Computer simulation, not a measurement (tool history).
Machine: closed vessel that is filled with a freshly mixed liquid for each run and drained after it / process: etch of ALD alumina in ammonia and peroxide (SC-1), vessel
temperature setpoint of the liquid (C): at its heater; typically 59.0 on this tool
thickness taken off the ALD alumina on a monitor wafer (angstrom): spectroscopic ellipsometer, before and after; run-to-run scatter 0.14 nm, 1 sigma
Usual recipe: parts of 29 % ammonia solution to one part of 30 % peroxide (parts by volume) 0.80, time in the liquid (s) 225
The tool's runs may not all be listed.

run,hour,temperature setpoint of the liquid (C),parts of 29 % ammonia solution to one part of 30 % peroxide (parts by volume),time in the liquid (s),wafers since the last listed run,hours since the thermometer was replaced,hours since the ammonia flow meter was replaced,hours since the drum of ammonia solution was connected,hours since the gauge calibration,"read-back film thickness of the ALD alumina reference wafer, read on the same gauge (nm)",thickness taken off the ALD alumina on a monitor wafer (angstrom)
1,0.0,59.0,0.80,315,0,1576.6,1704.3,886.3,920.6,124.41,243.4
2,33.2,59.0,0.80,225,3688,1609.8,1737.5,919.5,953.8,124.70,171.8
3,52.7,59.0,0.80,290,2166,1629.3,1757.0,939.0,973.3,124.87,225.5
# hour 110.3: gauge calibrated
4,120.4,59.0,0.80,290,7520,1697.0,1824.7,1006.7,10.1,120.45,213.0
5,132.8,59.0,0.80,290,1377,1709.4,1837.1,1019.1,22.5,120.45,216.2
# hour 135.4: new drum of ammonia solution connected
6,163.0,59.0,0.80,225,3243,1739.6,1867.3,27.6,52.7,120.48,169.3
7,185.8,56.5,0.80,225,2532,1762.4,1890.1,50.4,75.5,120.49,149.3
# hour 208.0: ammonia flow meter replaced
8,219.7,59.0,0.95,225,3654,1796.3,11.7,84.3,109.4,120.52,171.9
9,243.6,50.5,0.80,225,2654,1820.2,35.6,108.2,133.3,120.54,106.9
10,256.2,53.5,0.45,265,1399,1832.8,48.2,120.8,145.9,120.56,140.7
11,320.3,52.5,0.40,300,7120,1896.9,112.3,184.9,210.0,120.69,149.4
12,356.0,59.0,0.80,225,3965,1932.6,148.0,220.6,245.7,120.75,166.6
13,433.4,49.0,1.20,290,8598,2010.0,225.4,298.0,323.1,120.92,133.7
14,456.9,59.0,0.80,225,2610,2033.5,248.9,321.5,346.6,121.03,170.3
15,478.8,62.5,0.45,225,2432,2055.4,270.8,343.4,368.5,121.08,192.8
# hour 482.1: thermometer replaced
16,511.2,59.0,0.80,225,3488,29.1,303.2,375.8,400.9,121.20,169.7
17,531.7,59.0,0.80,225,2277,49.6,323.7,396.3,421.4,121.27,168.1
18,544.4,49.5,1.00,305,1410,62.3,336.4,409.0,434.1,121.34,140.1
19,571.4,59.0,0.80,225,2999,89.3,363.4,436.0,461.1,121.42,169.1
20,587.9,59.0,0.50,105,1832,105.8,379.9,452.5,477.6,121.51,75.7
21,619.6,50.0,1.00,145,3521,137.5,411.6,484.2,509.3,121.64,69.9
22,631.7,59.0,0.80,225,1344,149.6,423.7,496.3,521.4,121.68,167.4
23,667.6,54.0,0.60,155,3988,185.5,459.6,532.2,557.3,121.90,86.6
24,698.8,56.5,0.80,125,3465,216.7,490.8,563.4,588.5,122.02,84.0
25,714.7,51.5,0.90,105,1766,232.6,506.7,579.3,604.4,122.12,54.1
26,743.9,59.0,0.80,225,3243,261.8,535.9,608.5,633.6,122.32,170.9
27,758.4,53.5,0.70,345,1610,276.3,550.4,623.0,648.1,122.38,192.0
28,773.3,59.0,0.80,225,1655,291.2,565.3,637.9,663.0,122.47,170.9
29,793.2,59.0,0.65,145,2210,311.1,585.2,657.8,682.9,122.60,109.4

Below, some changes in thickness taken off the ALD alumina on a monitor wafer (angstrom) between adjacent runs. For each, the amount present without the hidden state too (settings, incoming material, random variation) and the amount remaining for the hidden state with gauge scatter not shared by both compared results:
Unlogged tool condition in this case: liquid colder than its thermometer reads (K); ammonia flow above the setpoint (%); ammonia solution weaker than its label (%); gauge reads high (%).
Run 2 -> 3: time in the liquid (s) 225 -> 290. thickness taken off the ALD alumina on a monitor wafer (angstrom) +53.7: hidden state +2.3, all else +51.4.
Run 3 -> 4: gauge calibrated. thickness taken off the ALD alumina on a monitor wafer (angstrom) -12.5: hidden state -8.0, all else -4.5.
Run 21 -> 22: temperature setpoint of the liquid (C) 50.0 -> 59.0, parts of 29 % ammonia solution to one part of 30 % peroxide (parts by volume) 1.00 -> 0.80, time in the liquid (s) 145 -> 225. thickness taken off the ALD alumina on a monitor wafer (angstrom) +97.5: hidden state +1.4, all else +96.1.
Run 25 -> 26: temperature setpoint of the liquid (C) 51.5 -> 59.0, parts of 29 % ammonia solution to one part of 30 % peroxide (parts by volume) 0.90 -> 0.80, time in the liquid (s) 105 -> 225. thickness taken off the ALD alumina on a monitor wafer (angstrom) +116.8: hidden state +2.2, all else +114.6.
